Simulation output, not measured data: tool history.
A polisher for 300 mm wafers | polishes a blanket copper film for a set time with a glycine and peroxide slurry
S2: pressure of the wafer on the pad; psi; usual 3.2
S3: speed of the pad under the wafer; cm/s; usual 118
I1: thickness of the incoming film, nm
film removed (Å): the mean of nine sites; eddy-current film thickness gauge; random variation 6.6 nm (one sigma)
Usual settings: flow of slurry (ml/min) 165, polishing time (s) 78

{"run": 1, "hour": 0.0, "flow of slurry (ml/min)": 165, "S2": 2.3, "S3": 118, "polishing time (s)": 78, "I1": 2013.2, "film removed (Å)": 4077}
{"run": 2, "hour": 63.4, "flow of slurry (ml/min)": 165, "S2": 3.5, "S3": 118, "polishing time (s)": 78, "I1": 2063.1, "film removed (Å)": 5770}
{"run": 3, "hour": 99.3, "flow of slurry (ml/min)": 165, "S2": 3.2, "S3": 118, "polishing time (s)": 95, "I1": 2053.4, "film removed (Å)": 6378}
{"run": 4, "hour": 144.7, "flow of slurry (ml/min)": 165, "S2": 3.2, "S3": 118, "polishing time (s)": 78, "I1": 2048.8, "film removed (Å)": 5128}
{"run": 5, "hour": 199.1, "flow of slurry (ml/min)": 165, "S2": 3.2, "S3": 118, "polishing time (s)": 78, "I1": 2025.8, "film removed (Å)": 5099}
{"run": 6, "hour": 264.8, "flow of slurry (ml/min)": 165, "S2": 3.2, "S3": 118, "polishing time (s)": 78, "I1": 2021.8, "film removed (Å)": 5008}
{"hour": 273.6, "done": "slurry nozzle cleaned"}
{"hour": 364.0, "done": "worn pad replaced by a new one"}
{"hour": 455.5, "done": "head pressure recalibrated"}
{"run": 7, "hour": 477.6, "flow of slurry (ml/min)": 165, "S2": 3.2, "S3": 142, "polishing time (s)": 88, "I1": 2063.6, "film removed (Å)": 7147}
{"run": 8, "hour": 515.1, "flow of slurry (ml/min)": 165, "S2": 3.2, "S3": 142, "polishing time (s)": 88, "I1": 2030.8, "film removed (Å)": 7183}
{"run": 9, "hour": 565.9, "flow of slurry (ml/min)": 165, "S2": 3.2, "S3": 142, "polishing time (s)": 88, "I1": 2027.1, "film removed (Å)": 6959}
{"run": 10, "hour": 636.9, "flow of slurry (ml/min)": 165, "S2": 3.2, "S3": 118, "polishing time (s)": 78, "I1": 2034.2, "film removed (Å)": 5147}
{"run": 11, "hour": 691.6, "flow of slurry (ml/min)": 165, "S2": 3.2, "S3": 118, "polishing time (s)": 78, "I1": 2074.8, "film removed (Å)": 5011}
{"hour": 715.2, "done": "slurry nozzle cleaned"}
{"run": 12, "hour": 744.9, "flow of slurry (ml/min)": 165, "S2": 3.2, "S3": 118, "polishing time (s)": 78, "I1": 2028.9, "film removed (Å)": 5521}
{"run": 13, "hour": 807.8, "flow of slurry (ml/min)": 165, "S2": 2.4, "S3": 118, "polishing time (s)": 78, "I1": 2024.3, "film removed (Å)": 4322}
{"hour": 826.9, "done": "worn pad replaced by a new one, of another model than before"}
{"run": 14, "hour": 869.2, "flow of slurry (ml/min)": 165, "S2": 2.4, "S3": 118, "polishing time (s)": 78, "I1": 2080.6, "film removed (Å)": 4682}
{"run": 15, "hour": 938.5, "flow of slurry (ml/min)": 165, "S2": 3.2, "S3": 118, "polishing time (s)": 78, "I1": 2026.8, "film removed (Å)": 5597}
{"run": 16, "hour": 998.7, "flow of slurry (ml/min)": 165, "S2": 3.2, "S3": 118, "polishing time (s)": 78, "I1": 2065.0, "film removed (Å)": 5515}
{"run": 17, "hour": 1050.7, "flow of slurry (ml/min)": 165, "S2": 3.2, "S3": 94, "polishing time (s)": 87, "I1": 2055.8, "film removed (Å)": 5228}
{"run": 18, "hour": 1113.4, "flow of slurry (ml/min)": 165, "S2": 3.2, "S3": 118, "polishing time (s)": 78, "I1": 2029.5, "film removed (Å)": 5412}
{"hour": 1139.9, "done": "slurry nozzle cleaned"}
{"run": 19, "hour": 1173.8, "flow of slurry (ml/min)": 165, "S2": 3.2, "S3": 118, "polishing time (s)": 78, "I1": 2023.6, "film removed (Å)": 5701}
{"run": 20, "hour": 1222.9, "flow of slurry (ml/min)": 165, "S2": 2.1, "S3": 118, "polishing time (s)": 64, "I1": 2054.9, "film removed (Å)": 3630}
{"run": 21, "hour": 1282.4, "flow of slurry (ml/min)": 165, "S2": 3.2, "S3": 118, "polishing time (s)": 78, "I1": 2032.0, "film removed (Å)": 5527}
{"hour": 1322.5, "done": "worn pad replaced by a new one"}
{"run": 22, "hour": 1335.9, "flow of slurry (ml/min)": 165, "S2": 3.2, "S3": 102, "polishing time (s)": 101, "I1": 2024.4, "film removed (Å)": 6491}
{"hour": 1372.9, "done": "head pressure recalibrated"}
{"run": 23, "hour": 1381.2, "flow of slurry (ml/min)": 165, "S2": 4.2, "S3": 102, "polishing time (s)": 92, "I1": 2023.3, "film removed (Å)": 6964}
{"run": 24, "hour": 1422.0, "flow of slurry (ml/min)": 165, "S2": 3.7, "S3": 118, "polishing time (s)": 78, "I1": 2052.4, "film removed (Å)": 6097}
{"run": 25, "hour": 1475.5, "flow of slurry (ml/min)": 140, "S2": 3.2, "S3": 118, "polishing time (s)": 86, "I1": 2025.0, "film removed (Å)": 5896}
{"run": 26, "hour": 1511.2, "flow of slurry (ml/min)": 165, "S2": 4.0, "S3": 92, "polishing time (s)": 78, "I1": 2075.3, "film removed (Å)": 5316}
{"run": 27, "hour": 1536.0, "flow of slurry (ml/min)": 165, "S2": 2.4, "S3": 104, "polishing time (s)": 78, "I1": 2033.5, "film removed (Å)": 4265}
{"hour": 1600.0, "done": "slurry nozzle cleaned"}
{"run": 28, "hour": 1607.3, "flow of slurry (ml/min)": 185, "S2": 3.5, "S3": 148, "polishing time (s)": 98, "I1": 2062.0, "film removed (Å)": 8808}
{"run": 29, "hour": 1667.1, "flow of slurry (ml/min)": 165, "S2": 3.2, "S3": 118, "polishing time (s)": 78, "I1": 2031.1, "film removed (Å)": 5524}
{"run": 30, "hour": 1719.8, "flow of slurry (ml/min)": 165, "S2": 3.2, "S3": 118, "polishing time (s)": 78, "I1": 2041.8, "film removed (Å)": 5544}
{"run": 31, "hour": 1770.0, "flow of slurry (ml/min)": 165, "S2": 3.2, "S3": 118, "polishing time (s)": 78, "I1": 2051.5, "film removed (Å)": 5464}
{"run": 32, "hour": 1821.2, "flow of slurry (ml/min)": 165, "S2": 3.2, "S3": 118, "polishing time (s)": 78, "I1": 2014.3, "film removed (Å)": 5444}
{"hour": 1848.3, "done": "worn pad replaced by a new one"}
{"run": 33, "hour": 1848.8, "flow of slurry (ml/min)": 165, "S2": 2.6, "S3": 118, "polishing time (s)": 78, "I1": 2041.0, "film removed (Å)": 4910}
{"run": 34, "hour": 1873.3, "flow of slurry (ml/min)": 205, "S2": 2.5, "S3": 118, "polishing time (s)": 78, "I1": 2056.7, "film removed (Å)": 4891}
{"run": 35, "hour": 1924.3, "flow of slurry (ml/min)": 165, "S2": 3.2, "S3": 118, "polishing time (s)": 78, "I1": 2060.3, "film removed (Å)": 5408}
{"run": 36, "hour": 1980.7, "flow of slurry (ml/min)": 165, "S2": 2.5, "S3": 118, "polishing time (s)": 78, "I1": 2023.4, "film removed (Å)": 4834}
{"run": 37, "hour": 2046.4, "flow of slurry (ml/min)": 165, "S2": 3.2, "S3": 108, "polishing time (s)": 78, "I1": 2044.8, "film removed (Å)": 5158}
{"run": 38, "hour": 2092.9, "flow of slurry (ml/min)": 165, "S2": 3.6, "S3": 146, "polishing time (s)": 78, "I1": 2045.9, "film removed (Å)": 6617}

3 ways to go on from here, each from the tool as it stands after run 38. What would each give?
{"run": "A", "hour": 2093.3, "flow of slurry (ml/min)": 165, "S2": 3.2, "S3": 118, "polishing time (s)": 53, "I1": 2016.6, "film removed (Å)": "?"}
{"run": "B", "hour": 2093.3, "flow of slurry (ml/min)": 115, "S2": 2.6, "S3": 156, "polishing time (s)": 56, "I1": 2016.6, "film removed (Å)": "?"}
{"run": "C", "hour": 2093.3, "flow of slurry (ml/min)": 200, "S2": 2.4, "S3": 118, "polishing time (s)": 78, "I1": 2016.6, "film removed (Å)": "?"}

run=A film_removed_(Å)=3641
run=B film_removed_(Å)=3958
run=C film_removed_(Å)=4663
Without the tool's hidden state the same runs would have given:
run=A film_removed_(Å)=3836
run=B film_removed_(Å)=4211
run=C film_removed_(Å)=4888

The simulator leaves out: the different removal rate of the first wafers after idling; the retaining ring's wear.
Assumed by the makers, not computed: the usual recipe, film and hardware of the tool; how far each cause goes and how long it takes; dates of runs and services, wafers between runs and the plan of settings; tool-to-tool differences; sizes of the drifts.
